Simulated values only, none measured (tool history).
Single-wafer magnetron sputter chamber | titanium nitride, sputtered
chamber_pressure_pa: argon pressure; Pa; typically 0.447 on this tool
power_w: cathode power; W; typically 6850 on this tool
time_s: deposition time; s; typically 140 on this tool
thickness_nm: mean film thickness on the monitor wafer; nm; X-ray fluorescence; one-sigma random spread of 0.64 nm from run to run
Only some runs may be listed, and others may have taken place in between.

run,hour,chamber_pressure_pa,power_w,time_s,wafers since the last listed run,wafers on the sputter target,hours since the last manometer calibration,hours since the magnet pack was replaced,hours since the gauge calibration,"read-back reference wafer on the same gauge, thickness_nm",thickness_nm
1,0,0.447,6850,140,0,3204,1291.9,6965.1,518.8,214.069,177.864
2,40,0.447,6850,140,613,3818,1331.9,7005.1,558.8,214.255,176.061
# hour 67.5: sputter target and shields replaced
3,133.3,0.447,6850,140,1308,1008,1425.2,7098.4,652.1,213.997,179.975
4,170.9,0.447,6850,140,576,1585,1462.8,7136,689.7,214.144,179.659
5,224.6,0.447,6850,140,823,2409,1516.5,7189.7,743.4,213.966,179.402
6,310.1,0.447,6850,140,1311,3721,1602,7275.2,828.9,214.193,176.544
# hour 344.6: sputter target and shields replaced
7,362.3,0.447,6850,140,678,271,1654.2,7327.4,881.1,213.821,172.693
8,427.9,0.359,6850,140,1006,1278,1719.8,7393,946.7,213.951,177.966
9,482.4,0.359,6850,140,836,2114,1774.3,7447.5,1001.2,214.165,177.995
# hour 498.1: magnet pack replaced
# hour 530.5: capacitance manometer re-zeroed and calibrated
10,535.5,0.447,6850,140,569,2683,5,37.4,1054.3,214.099,170.646
11,580.5,0.614,6850,162,690,3374,50,82.4,1099.3,214.017,185.246
# hour 593.5: sputter target and shields replaced, repeated, since the last time left the tool worse
12,711.5,0.447,5400,140,1887,1810,181,213.4,1230.3,213.88,140.772
# hour 806.1: gauge calibrated
13,818.8,0.572,6850,121,1646,3457,288.3,320.7,12.7,213.906,146.32
# hour 847.7: sputter target and shields replaced
14,856.5,0.447,6850,140,455,134,326,358.4,50.4,213.795,180.459
15,952.8,0.447,5450,140,1477,1612,422.3,454.7,146.7,214.19,142.732
16,1010.1,0.447,5150,113,879,2491,479.6,512,204,213.943,108.54
# hour 1114.3: sputter target and shields replaced
17,1146.3,0.33,8500,131,1967,491,615.8,648.2,340.2,213.929,218.898
18,1211.1,0.58,8350,140,994,1485,680.6,713,405,214.328,210.033

For each entry between runs, how does the tool's hidden state at the last listed run before it compare with that at the first listed run after it?
From run 2 to run 3: sputter target and shields replaced (hour 67.5)
  deposition rate above that of a new target (%): -2.14 -> -0.23
  the result without the hidden state subtracted from the measured one, thickness_nm: -3.847 -> -0.416 nm
From run 6 to run 7: sputter target and shields replaced (hour 344.6)
  deposition rate above that of a new target (%): -2.06 -> -3.97
  the result without the hidden state subtracted from the measured one, thickness_nm: -3.712 -> -7.147 nm
From run 9 to run 10: magnet pack replaced (hour 498.1); capacitance manometer re-zeroed and calibrated (hour 530.5)
  deposition rate above that of a new target (%): -4.6 -> -5.19
  the result without the hidden state subtracted from the measured one, thickness_nm: -8.584 -> -9.335 nm
From run 11 to run 12: sputter target and shields replaced, repeated, since the last time left the tool worse (hour 593.5)
  deposition rate above that of a new target (%): -5.83 -> -0.601
  the result without the hidden state subtracted from the measured one, thickness_nm: -11.471 -> -0.85 nm
From run 12 to run 13: gauge calibrated (hour 806.1)
  deposition rate above that of a new target (%): -0.601 -> -1.84
  the result without the hidden state subtracted from the measured one, thickness_nm: -0.85 -> -2.738 nm
From run 13 to run 14: sputter target and shields replaced (hour 847.7)
  deposition rate above that of a new target (%): -1.84 -> -0.107
  the result without the hidden state subtracted from the measured one, thickness_nm: -2.738 -> -0.192 nm
From run 16 to run 17: sputter target and shields replaced (hour 1114.3)
  deposition rate above that of a new target (%): -0.989 -> -0.0672
  the result without the hidden state subtracted from the measured one, thickness_nm: -1.084 -> -0.147 nm
